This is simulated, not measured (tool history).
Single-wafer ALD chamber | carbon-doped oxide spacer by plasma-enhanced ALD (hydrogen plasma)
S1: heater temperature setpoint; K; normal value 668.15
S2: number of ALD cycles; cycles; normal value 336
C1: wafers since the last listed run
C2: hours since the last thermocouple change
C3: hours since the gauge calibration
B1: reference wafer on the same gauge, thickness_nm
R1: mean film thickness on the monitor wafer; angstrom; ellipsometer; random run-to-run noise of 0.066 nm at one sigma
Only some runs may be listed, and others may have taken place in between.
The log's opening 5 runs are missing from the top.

Run 6, hour 166.6: usual settings; C1 19; C2 1449.4; C3 582.4; B1 14.505. Result: R1 148.17 angstrom.
Run 7, hour 199.5: usual settings but S1 678.15 K; C1 37; C2 1482.3; C3 615.3; B1 14.530. Result: R1 146.23 angstrom.
Run 8, hour 225.4: usual settings but S1 663.15 K; C1 29; C2 1508.2; C3 641.2; B1 14.501. Result: R1 148.28 angstrom.
Run 9, hour 238.6: usual settings; C1 15; C2 1521.4; C3 654.4; B1 14.504. Result: R1 148.97 angstrom.
Run 10, hour 252.8: usual settings; C1 16; C2 1535.6; C3 668.6; B1 14.499. Result: R1 147.81 angstrom.
Run 11, hour 281.8: usual settings; C1 33; C2 1564.6; C3 697.6; B1 14.464. Result: R1 148.99 angstrom.
Run 12, hour 303.9: usual settings; C1 25; C2 1586.7; C3 719.7; B1 14.464. Result: R1 148.55 angstrom.
Run 13, hour 316.5: usual settings; C1 14; C2 1599.3; C3 732.3; B1 14.471. Result: R1 147.44 angstrom.
Run 14, hour 351.6: usual settings but S2 291 cycles; C1 40; C2 1634.4; C3 767.4; B1 14.486. Result: R1 127.60 angstrom.
Run 15, hour 370.6: usual settings but S1 659.15 K, S2 387 cycles; C1 21; C2 1653.4; C3 786.4; B1 14.444. Result: R1 171.93 angstrom.
Run 16, hour 393.2: usual settings but S1 659.15 K, S2 387 cycles; C1 25; C2 1676.0; C3 809.0; B1 14.458. Result: R1 170.29 angstrom.
Run 17, hour 407.5: usual settings but S1 661.15 K, S2 312 cycles; C1 16; C2 1690.3; C3 823.3; B1 14.451. Result: R1 137.22 angstrom.
Run 18, hour 440.9: usual settings but S2 294 cycles; C1 38; C2 1723.7; C3 856.7; B1 14.429. Result: R1 128.31 angstrom.
Run 19, hour 463.9: usual settings but S1 659.15 K, S2 386 cycles; C1 26; C2 1746.7; C3 879.7; B1 14.414. Result: R1 168.16 angstrom.
Run 20, hour 496.4: usual settings but S1 682.15 K, S2 292 cycles; C1 37; C2 1779.2; C3 912.2; B1 14.394. Result: R1 125.95 angstrom.
Run 21, hour 518.7: usual settings but S2 367 cycles; C1 25; C2 1801.5; C3 934.5; B1 14.409. Result: R1 160.73 angstrom.
At hour 544.4: thermocouple changed; heater temperature recalibrated.
Run 22, hour 551.3: usual settings but S1 657.15 K, S2 311 cycles; C1 28; C2 6.9; C3 967.1; B1 14.415. Result: R1 134.68 angstrom.
Run 23, hour 599.7: usual settings but S1 675.15 K, S2 290 cycles; C1 55; C2 55.3; C3 1015.5; B1 14.382. Result: R1 127.55 angstrom.

What does the tool deliver on the next run?
Run 24, hour 617.9: usual settings but S1 661.15 K, S2 307 cycles; C1 20; C2 73.5; C3 1033.7; B1 ?. Result: R1 ?.

Run 24 yielded B1 14.371, R1 134.79 angstrom.
The same run, on a tool lacking any hidden state, would have yielded R1 137.87 angstrom.

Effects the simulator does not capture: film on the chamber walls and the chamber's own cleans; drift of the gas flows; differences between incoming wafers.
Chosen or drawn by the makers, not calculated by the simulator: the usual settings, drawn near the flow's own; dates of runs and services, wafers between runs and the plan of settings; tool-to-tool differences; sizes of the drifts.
